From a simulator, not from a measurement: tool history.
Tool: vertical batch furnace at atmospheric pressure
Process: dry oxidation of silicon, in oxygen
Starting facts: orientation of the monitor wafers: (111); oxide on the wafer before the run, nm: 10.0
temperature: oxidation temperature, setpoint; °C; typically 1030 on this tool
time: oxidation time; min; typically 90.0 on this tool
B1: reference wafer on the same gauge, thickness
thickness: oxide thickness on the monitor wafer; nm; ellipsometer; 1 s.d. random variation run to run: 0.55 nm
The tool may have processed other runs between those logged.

run 1 hour=0.0 | temperature=1030 time=90.0 | B1=130.92 | thickness=117.17
run 2 hour=38.4 | temperature=1030 time=90.0 | B1=130.59 | thickness=115.86
run 3 hour=156.2 | temperature=1030 time=90.0 | B1=130.97 | thickness=116.63
run 4 hour=214.2 | temperature=1035 time=90.0 | B1=131.10 | thickness=119.80
run 5 hour=243.3 | temperature=1035 time=90.0 | B1=131.00 | thickness=120.01
run 6 hour=301.1 | temperature=1030 time=90.0 | B1=130.90 | thickness=115.95
run 7 hour=356.2 | temperature=1030 time=90.0 | B1=130.59 | thickness=115.26
run 8 hour=411.7 | temperature=1030 time=90.0 | B1=131.03 | thickness=115.38
run 9 hour=439.0 | temperature=1042 time=62.5 | B1=130.98 | thickness=99.99
run 10 hour=463.3 | temperature=1038 time=90.0 | B1=130.89 | thickness=121.38
run 11 hour=504.6 | temperature=1010 time=68.0 | B1=130.74 | thickness=85.96
-- hour=548.3 gauge calibrated
run 12 hour=571.5 | temperature=1052 time=90.0 | B1=131.26 | thickness=131.23
run 13 hour=601.4 | temperature=1019 time=107.5 | B1=131.17 | thickness=121.21
-- hour=630.3 thermocouples replaced and temperature profile calibrated
-- hour=672.8 boat lift adjusted
run 14 hour=673.3 | temperature=1030 time=90.0 | B1=130.83 | thickness=115.39
run 15 hour=738.8 | temperature=1030 time=90.0 | B1=130.99 | thickness=115.77
run 16 hour=781.9 | temperature=1042 time=90.0 | B1=130.68 | thickness=124.16
run 17 hour=810.2 | temperature=1022 time=90.0 | B1=130.87 | thickness=110.57
run 18 hour=849.6 | temperature=1021 time=116.5 | B1=130.97 | thickness=128.83

Alternative continuations, all from the tool just after run 18; predict every row:
run A hour=854.8 | temperature=1030 time=90.0 | B1=? | thickness=?
run B hour=854.8 | temperature=1050 time=116.5 | B1=? | thickness=?
run C hour=854.8 | temperature=1014 time=78.0 | B1=? | thickness=?
run D hour=854.8 | temperature=1052 time=130.5 | B1=? | thickness=?

run=A B1=130.96 thickness=116.22
run=B B1=130.96 thickness=152.12
run=C B1=130.96 thickness=96.20
run=D B1=130.96 thickness=164.63
With no hidden state in the tool, these same runs would have given:
run=A thickness=116.22
run=B thickness=152.12
run=C thickness=96.20
run=D thickness=164.63
